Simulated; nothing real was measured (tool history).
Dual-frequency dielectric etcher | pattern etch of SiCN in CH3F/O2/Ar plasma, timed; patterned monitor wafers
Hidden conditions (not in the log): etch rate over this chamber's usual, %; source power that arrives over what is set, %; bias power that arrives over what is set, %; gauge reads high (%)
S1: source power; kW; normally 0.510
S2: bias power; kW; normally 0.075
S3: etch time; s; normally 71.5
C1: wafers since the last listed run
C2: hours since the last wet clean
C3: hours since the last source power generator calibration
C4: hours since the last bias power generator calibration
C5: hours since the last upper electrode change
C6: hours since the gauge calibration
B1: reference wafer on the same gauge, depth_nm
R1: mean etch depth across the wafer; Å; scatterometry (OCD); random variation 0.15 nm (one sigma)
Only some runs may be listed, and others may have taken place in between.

run,hour,S1,S2,S3,C1,C2,C3,C4,C5,C6,B1,R1
1,0.0,0.510,0.075,71.5,0,191.8,2316.6,2060.6,3550.2,1283.4,25.90,317.5
2,74.6,0.510,0.075,71.5,512,266.4,2391.2,2135.2,3624.8,1358.0,25.92,316.1
# hour 160.4: wet clean of the chamber
3,160.9,0.510,0.075,71.5,427,0.5,2477.5,2221.5,3711.1,1444.3,26.00,320.4
4,244.7,0.510,0.075,71.5,575,84.3,2561.3,2305.3,3794.9,1528.1,26.09,318.0
5,286.6,0.510,0.075,71.5,287,126.2,2603.2,2347.2,3836.8,1570.0,26.14,317.6
6,365.9,0.510,0.075,71.5,544,205.5,2682.5,2426.5,3916.1,1649.3,26.20,319.7
7,462.6,0.510,0.070,64.0,663,302.2,2779.2,2523.2,4012.8,1746.0,26.31,280.5
# hour 546.2: wet clean of the chamber
8,546.7,0.510,0.070,64.0,412,0.5,2863.3,2607.3,4096.9,1830.1,26.41,281.3
9,602.8,0.510,0.070,64.0,385,56.6,2919.4,2663.4,4153.0,1886.2,26.45,283.0
10,668.0,0.510,0.075,71.5,447,121.8,2984.6,2728.6,4218.2,1951.4,26.57,325.1
11,737.1,0.510,0.075,71.5,474,190.9,3053.7,2797.7,4287.3,2020.5,26.61,326.2
# hour 776.3: upper electrode replaced
12,783.8,0.510,0.062,71.5,155,237.6,3100.4,2844.4,7.5,2067.2,26.69,303.6
13,848.1,0.510,0.062,71.5,441,301.9,3164.7,2908.7,71.8,2131.5,26.74,307.2
# hour 861.3: gauge calibrated
14,922.9,0.400,0.088,71.5,513,376.7,3239.5,2983.5,146.6,61.6,25.42,284.3
# hour 966.8: wet clean of the chamber
# hour 970.9: bias power generator calibrated
15,1020.4,0.510,0.075,71.5,477,53.6,3337.0,49.5,244.1,159.1,25.41,310.8

Run 16 is up next; what results do you expect?
16,1090.1,0.480,0.070,61.5,478,123.3,3406.7,119.2,313.8,228.8,?,?

B1: 25.39
R1: 253.2 Å
Minus the tool's unlogged condition, the same run would have read R1 255.2 Å.
